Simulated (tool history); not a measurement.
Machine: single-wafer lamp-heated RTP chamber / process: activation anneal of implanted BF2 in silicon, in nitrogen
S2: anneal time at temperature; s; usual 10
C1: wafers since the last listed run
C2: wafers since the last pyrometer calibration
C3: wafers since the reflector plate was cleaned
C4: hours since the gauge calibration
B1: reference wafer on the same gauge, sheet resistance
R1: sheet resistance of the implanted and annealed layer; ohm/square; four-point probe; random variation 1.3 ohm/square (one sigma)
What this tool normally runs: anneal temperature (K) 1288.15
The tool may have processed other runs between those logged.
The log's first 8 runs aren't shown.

Run 9, hour 622.6: usual settings; C1 1662; C2 7751; C3 10559; C4 1014.0; B1 371.62. Result: R1 382.73 ohm/square.
At hour 693.7: reflector plate cleaned.
Run 10, hour 708.6: usual settings; C1 1295; C2 9047; C3 247; C4 1100.0; B1 372.06. Result: R1 382.20 ohm/square.
At hour 732.4: pyrometer window cleaned and pyrometer calibrated.
Run 11, hour 753.7: usual settings but anneal temperature (K) 1274.15, S2 9 s; C1 616; C2 353; C3 863; C4 1145.1; B1 371.89. Result: R1 402.74 ohm/square.
Run 12, hour 827.6: usual settings but anneal temperature (K) 1274.15, S2 9 s; C1 1227; C2 1581; C3 2091; C4 1219.0; B1 371.94. Result: R1 401.63 ohm/square.
Run 13, hour 914.0: usual settings but anneal temperature (K) 1274.15, S2 9 s; C1 1434; C2 3015; C3 3525; C4 1305.4; B1 371.91. Result: R1 402.31 ohm/square.
At hour 993.9: gauge calibrated.
Run 14, hour 1004.7: usual settings; C1 1506; C2 4522; C3 5032; C4 10.8; B1 371.98. Result: R1 379.91 ohm/square.
Run 15, hour 1090.4: usual settings; C1 1423; C2 5945; C3 6455; C4 96.5; B1 371.87. Result: R1 381.14 ohm/square.
Run 16, hour 1178.0: usual settings; C1 1454; C2 7399; C3 7910; C4 184.1; B1 371.98. Result: R1 381.65 ohm/square.
At hour 1204.2: pyrometer window cleaned and pyrometer calibrated.
Run 17, hour 1214.3: usual settings but anneal temperature (K) 1306.15, S2 5 s; C1 469; C2 167; C3 8379; C4 220.4; B1 371.85. Result: R1 383.31 ohm/square.
Run 18, hour 1277.1: usual settings; C1 1042; C2 1210; C3 9422; C4 283.2; B1 371.71. Result: R1 383.59 ohm/square.
Run 19, hour 1442.8: usual settings but anneal temperature (K) 1313.15, S2 12 s; C1 2751; C2 3962; C3 12174; C4 448.9; B1 372.04. Result: R1 356.01 ohm/square.
Run 20, hour 1502.6: usual settings; C1 993; C2 4955; C3 13167; C4 508.7; B1 371.98. Result: R1 380.66 ohm/square.
At hour 1526.9: reflector plate cleaned.
Run 21, hour 1553.6: usual settings; C1 714; C2 5669; C3 443; C4 559.7; B1 371.93. Result: R1 380.85 ohm/square.
Run 22, hour 1597.2: usual settings but S2 6 s; C1 724; C2 6393; C3 1167; C4 603.3; B1 371.91. Result: R1 396.40 ohm/square.
Run 23, hour 1666.8: usual settings; C1 1155; C2 7549; C3 2323; C4 672.9; B1 372.05. Result: R1 381.38 ohm/square.
At hour 1711.1: pyrometer window cleaned and pyrometer calibrated.
Run 24, hour 1737.7: usual settings; C1 1044; C2 441; C3 3367; C4 743.8; B1 372.00. Result: R1 382.34 ohm/square.
Run 25, hour 1785.2: usual settings but anneal temperature (K) 1267.15, S2 12 s; C1 788; C2 1230; C3 4156; C4 791.3; B1 372.29. Result: R1 401.71 ohm/square.
Run 26, hour 1841.8: usual settings but S2 8 s; C1 939; C2 2170; C3 5096; C4 847.9; B1 371.75. Result: R1 388.81 ohm/square.
Run 27, hour 1891.4: usual settings but anneal temperature (K) 1266.15, S2 16 s; C1 823; C2 2994; C3 5920; C4 897.5; B1 372.19. Result: R1 394.59 ohm/square.
Run 28, hour 1982.5: usual settings but anneal temperature (K) 1279.15, S2 7 s; C1 1512; C2 4506; C3 7433; C4 988.6; B1 372.02. Result: R1 403.79 ohm/square.
Run 29, hour 2043.8: usual settings but anneal temperature (K) 1304.15, S2 5 s; C1 1017; C2 5524; C3 8451; C4 1049.9; B1 371.83. Result: R1 382.30 ohm/square.
Run 30, hour 2100.8: usual settings but anneal temperature (K) 1277.15, S2 13 s; C1 946; C2 6471; C3 9397; C4 1106.9; B1 372.18. Result: R1 387.74 ohm/square.
At hour 2250.6: pyrometer window cleaned and pyrometer calibrated.
At hour 2259.5: reflector plate cleaned.
Run 31, hour 2423.7: usual settings but S2 15 s; C1 5096; C2 2741; C3 2727; C4 1429.8; B1 371.76. Result: R1 371.62 ohm/square.
At hour 2444.5: gauge calibrated.
Run 32, hour 2525.9: usual settings but anneal temperature (K) 1307.15, S2 15 s; C1 1697; C2 4438; C3 4424; C4 81.4; B1 371.97. Result: R1 353.84 ohm/square.

5 ways to go on from here, each from the tool as it stands after run 32. What would each give?
Run A, hour 2526.3: usual settings; C1 6; C2 4445; C3 4431; C4 81.8; B1 ?. Result: R1 ?.
Run B, hour 2526.3: usual settings but anneal temperature (K) 1262.15, S2 5 s; C1 6; C2 4445; C3 4431; C4 81.8; B1 ?. Result: R1 ?.
Run C, hour 2526.3: usual settings but anneal temperature (K) 1277.15, S2 16 s; C1 6; C2 4445; C3 4431; C4 81.8; B1 ?. Result: R1 ?.
Run D, hour 2526.3: usual settings but anneal temperature (K) 1312.15, S2 5 s; C1 6; C2 4445; C3 4431; C4 81.8; B1 ?. Result: R1 ?.
Run E, hour 2526.3: usual settings but S2 7 s; C1 6; C2 4445; C3 4431; C4 81.8; B1 ?. Result: R1 ?.

run      B1      R1
  A  371.75  380.24
  B  371.75  444.39
  C  371.75  379.34
  D  371.75  374.85
  E  371.75  390.47
Without the tool's unlogged condition, the same runs would have read:
run      R1
  A  380.24
  B  444.39
  C  379.34
  D  374.85
  E  390.47

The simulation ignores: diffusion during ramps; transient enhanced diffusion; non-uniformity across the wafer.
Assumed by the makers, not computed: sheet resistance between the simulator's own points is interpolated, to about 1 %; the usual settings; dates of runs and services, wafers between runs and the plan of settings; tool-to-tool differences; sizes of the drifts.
